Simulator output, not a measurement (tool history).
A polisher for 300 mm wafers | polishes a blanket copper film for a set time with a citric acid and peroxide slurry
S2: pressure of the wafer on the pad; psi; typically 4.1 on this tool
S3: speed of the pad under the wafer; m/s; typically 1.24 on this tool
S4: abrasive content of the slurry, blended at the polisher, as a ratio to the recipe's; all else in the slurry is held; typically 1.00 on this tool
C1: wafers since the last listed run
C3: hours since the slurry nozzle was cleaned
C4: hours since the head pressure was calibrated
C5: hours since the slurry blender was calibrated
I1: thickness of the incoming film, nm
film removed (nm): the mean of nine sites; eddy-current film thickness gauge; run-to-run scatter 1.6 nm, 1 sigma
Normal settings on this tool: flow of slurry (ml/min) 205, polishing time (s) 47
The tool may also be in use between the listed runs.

{"run": 1, "day": 0.0, "flow of slurry (ml/min)": 205, "S2": 4.1, "S3": 1.24, "S4": 1.0, "polishing time (s)": 55, "C1": 0, "wafers polished on this pad": 1897, "C3": 33.9, "C4": 1099.2, "C5": 15.9, "I1": 618.5, "film removed (nm)": 164.5}
{"run": 2, "day": 1.517, "flow of slurry (ml/min)": 205, "S2": 4.1, "S3": 1.24, "S4": 1.0, "polishing time (s)": 55, "C1": 414, "wafers polished on this pad": 2312, "C3": 70.3, "C4": 1135.6, "C5": 52.3, "I1": 621.1, "film removed (nm)": 167.4}
{"day": 1.712, "done": "head pressure recalibrated"}
{"run": 3, "day": 3.629, "flow of slurry (ml/min)": 205, "S2": 4.1, "S3": 1.24, "S4": 1.0, "polishing time (s)": 55, "C1": 554, "wafers polished on this pad": 2866, "C3": 121.0, "C4": 46.0, "C5": 103.0, "I1": 630.4, "film removed (nm)": 161.3}
{"run": 4, "day": 5.512, "flow of slurry (ml/min)": 205, "S2": 4.1, "S3": 1.24, "S4": 1.0, "polishing time (s)": 47, "C1": 514, "wafers polished on this pad": 3381, "C3": 166.2, "C4": 91.2, "C5": 148.2, "I1": 614.9, "film removed (nm)": 135.1}
{"day": 7.092, "done": "worn pad replaced by a new one"}
{"run": 5, "day": 8.038, "flow of slurry (ml/min)": 205, "S2": 4.1, "S3": 1.24, "S4": 1.0, "polishing time (s)": 47, "C1": 644, "wafers polished on this pad": 258, "C3": 226.8, "C4": 151.8, "C5": 208.8, "I1": 614.6, "film removed (nm)": 141.1}
{"run": 6, "day": 10.825, "flow of slurry (ml/min)": 205, "S2": 4.1, "S3": 1.24, "S4": 1.0, "polishing time (s)": 47, "C1": 761, "wafers polished on this pad": 1020, "C3": 293.7, "C4": 218.7, "C5": 275.7, "I1": 622.7, "film removed (nm)": 134.5}
{"day": 12.983, "done": "slurry blender recalibrated"}
{"day": 13.171, "done": "slurry nozzle cleaned"}
{"run": 7, "day": 14.579, "flow of slurry (ml/min)": 205, "S2": 4.1, "S3": 1.24, "S4": 1.0, "polishing time (s)": 47, "C1": 991, "wafers polished on this pad": 2012, "C3": 33.8, "C4": 308.8, "C5": 38.3, "I1": 621.0, "film removed (nm)": 141.6}
{"day": 20.562, "done": "worn pad replaced by a new one"}
{"run": 8, "day": 24.675, "flow of slurry (ml/min)": 205, "S2": 4.1, "S3": 1.24, "S4": 1.0, "polishing time (s)": 47, "C1": 2713, "wafers polished on this pad": 1124, "C3": 276.1, "C4": 551.1, "C5": 280.6, "I1": 618.4, "film removed (nm)": 133.8}
{"run": 9, "day": 26.821, "flow of slurry (ml/min)": 205, "S2": 4.1, "S3": 1.24, "S4": 1.0, "polishing time (s)": 47, "C1": 586, "wafers polished on this pad": 1710, "C3": 327.6, "C4": 602.6, "C5": 332.1, "I1": 620.0, "film removed (nm)": 130.8}
{"day": 27.479, "done": "slurry blender recalibrated"}
{"day": 27.858, "done": "slurry nozzle cleaned"}
{"run": 10, "day": 31.05, "flow of slurry (ml/min)": 205, "S2": 4.1, "S3": 1.24, "S4": 1.0, "polishing time (s)": 47, "C1": 1121, "wafers polished on this pad": 2832, "C3": 76.6, "C4": 704.1, "C5": 85.7, "I1": 618.8, "film removed (nm)": 137.7}
{"run": 11, "day": 33.183, "flow of slurry (ml/min)": 205, "S2": 4.1, "S3": 1.24, "S4": 1.15, "polishing time (s)": 47, "C1": 583, "wafers polished on this pad": 3415, "C3": 127.8, "C4": 755.3, "C5": 136.9, "I1": 616.0, "film removed (nm)": 140.1}
{"day": 33.617, "done": "worn pad replaced by a new one"}
{"run": 12, "day": 37.0, "flow of slurry (ml/min)": 205, "S2": 4.1, "S3": 1.24, "S4": 1.0, "polishing time (s)": 47, "C1": 997, "wafers polished on this pad": 924, "C3": 219.4, "C4": 846.9, "C5": 228.5, "I1": 622.5, "film removed (nm)": 134.2}
{"run": 13, "day": 39.762, "flow of slurry (ml/min)": 205, "S2": 4.1, "S3": 1.24, "S4": 1.0, "polishing time (s)": 47, "C1": 755, "wafers polished on this pad": 1679, "C3": 285.7, "C4": 913.2, "C5": 294.8, "I1": 622.7, "film removed (nm)": 129.2}
{"run": 14, "day": 41.667, "flow of slurry (ml/min)": 170, "S2": 4.1, "S3": 1.44, "S4": 1.25, "polishing time (s)": 63, "C1": 520, "wafers polished on this pad": 2200, "C3": 331.4, "C4": 958.9, "C5": 340.5, "I1": 623.6, "film removed (nm)": 205.9}
{"day": 44.467, "done": "slurry blender recalibrated"}
{"day": 44.521, "done": "slurry nozzle cleaned"}
{"run": 15, "day": 44.542, "flow of slurry (ml/min)": 205, "S2": 4.1, "S3": 1.24, "S4": 1.0, "polishing time (s)": 33, "C1": 751, "wafers polished on this pad": 2951, "C3": 0.5, "C4": 1027.9, "C5": 1.8, "I1": 612.7, "film removed (nm)": 98.1}
{"day": 47.979, "done": "worn pad replaced by a new one"}
{"run": 16, "day": 48.525, "flow of slurry (ml/min)": 205, "S2": 4.1, "S3": 1.24, "S4": 1.0, "polishing time (s)": 47, "C1": 1043, "wafers polished on this pad": 148, "C3": 96.1, "C4": 1123.5, "C5": 97.4, "I1": 611.1, "film removed (nm)": 145.1}
{"run": 17, "day": 51.229, "flow of slurry (ml/min)": 260, "S2": 3.0, "S3": 1.24, "S4": 0.9, "polishing time (s)": 63, "C1": 739, "wafers polished on this pad": 888, "C3": 161.0, "C4": 1188.4, "C5": 162.3, "I1": 619.4, "film removed (nm)": 138.6}
{"day": 52.208, "done": "head pressure recalibrated"}
{"run": 18, "day": 56.646, "flow of slurry (ml/min)": 140, "S2": 5.2, "S3": 1.24, "S4": 1.0, "polishing time (s)": 57, "C1": 1457, "wafers polished on this pad": 2345, "C3": 291.0, "C4": 106.5, "C5": 292.3, "I1": 617.9, "film removed (nm)": 182.3}
{"day": 57.858, "done": "slurry nozzle cleaned"}
{"run": 19, "day": 58.892, "flow of slurry (ml/min)": 145, "S2": 4.1, "S3": 1.66, "S4": 1.25, "polishing time (s)": 38, "C1": 602, "wafers polished on this pad": 2948, "C3": 24.8, "C4": 160.4, "C5": 346.2, "I1": 623.8, "film removed (nm)": 132.3}
{"day": 60.246, "done": "slurry blender recalibrated"}
{"day": 64.267, "done": "worn pad replaced by a new one"}
{"run": 20, "day": 68.167, "flow of slurry (ml/min)": 230, "S2": 4.1, "S3": 1.24, "S4": 1.0, "polishing time (s)": 38, "C1": 2466, "wafers polished on this pad": 1066, "C3": 247.4, "C4": 383.0, "C5": 190.1, "I1": 607.1, "film removed (nm)": 110.3}
{"run": 21, "day": 71.425, "flow of slurry (ml/min)": 145, "S2": 4.1, "S3": 1.24, "S4": 1.1, "polishing time (s)": 41, "C1": 890, "wafers polished on this pad": 1956, "C3": 325.6, "C4": 461.2, "C5": 268.3, "I1": 614.2, "film removed (nm)": 108.3}
{"run": 22, "day": 74.596, "flow of slurry (ml/min)": 205, "S2": 4.1, "S3": 1.24, "S4": 1.0, "polishing time (s)": 47, "C1": 866, "wafers polished on this pad": 2823, "C3": 401.7, "C4": 537.3, "C5": 344.4, "I1": 629.3, "film removed (nm)": 124.5}
{"day": 75.308, "done": "slurry nozzle cleaned"}
{"run": 23, "day": 76.521, "flow of slurry (ml/min)": 205, "S2": 3.4, "S3": 1.24, "S4": 1.1, "polishing time (s)": 47, "C1": 514, "wafers polished on this pad": 3338, "C3": 29.1, "C4": 583.5, "C5": 390.6, "I1": 616.1, "film removed (nm)": 103.8}

Run by run, hidden condition taken away, random variation retained:
Hidden state at play: removal rate lost through wear of the pad, %; slurry flow missing at the pad, %; deviation of the head's pressure from its setpoint, %; abrasive missing from the slurry, %.
run=1 film_removed_(nm)=176.0
run=2 film_removed_(nm)=181.9
run=3 film_removed_(nm)=178.8
run=4 film_removed_(nm)=152.2
run=5 film_removed_(nm)=152.2
run=6 film_removed_(nm)=152.9
run=7 film_removed_(nm)=152.7
run=8 film_removed_(nm)=153.1
run=9 film_removed_(nm)=154.6
run=10 film_removed_(nm)=152.3
run=11 film_removed_(nm)=158.0
run=12 film_removed_(nm)=150.3
run=13 film_removed_(nm)=151.0
run=14 film_removed_(nm)=247.9
run=15 film_removed_(nm)=106.7
run=16 film_removed_(nm)=152.4
run=17 film_removed_(nm)=152.9
run=18 film_removed_(nm)=217.0
run=19 film_removed_(nm)=162.6
run=20 film_removed_(nm)=123.2
run=21 film_removed_(nm)=127.0
run=22 film_removed_(nm)=151.7
run=23 film_removed_(nm)=130.0

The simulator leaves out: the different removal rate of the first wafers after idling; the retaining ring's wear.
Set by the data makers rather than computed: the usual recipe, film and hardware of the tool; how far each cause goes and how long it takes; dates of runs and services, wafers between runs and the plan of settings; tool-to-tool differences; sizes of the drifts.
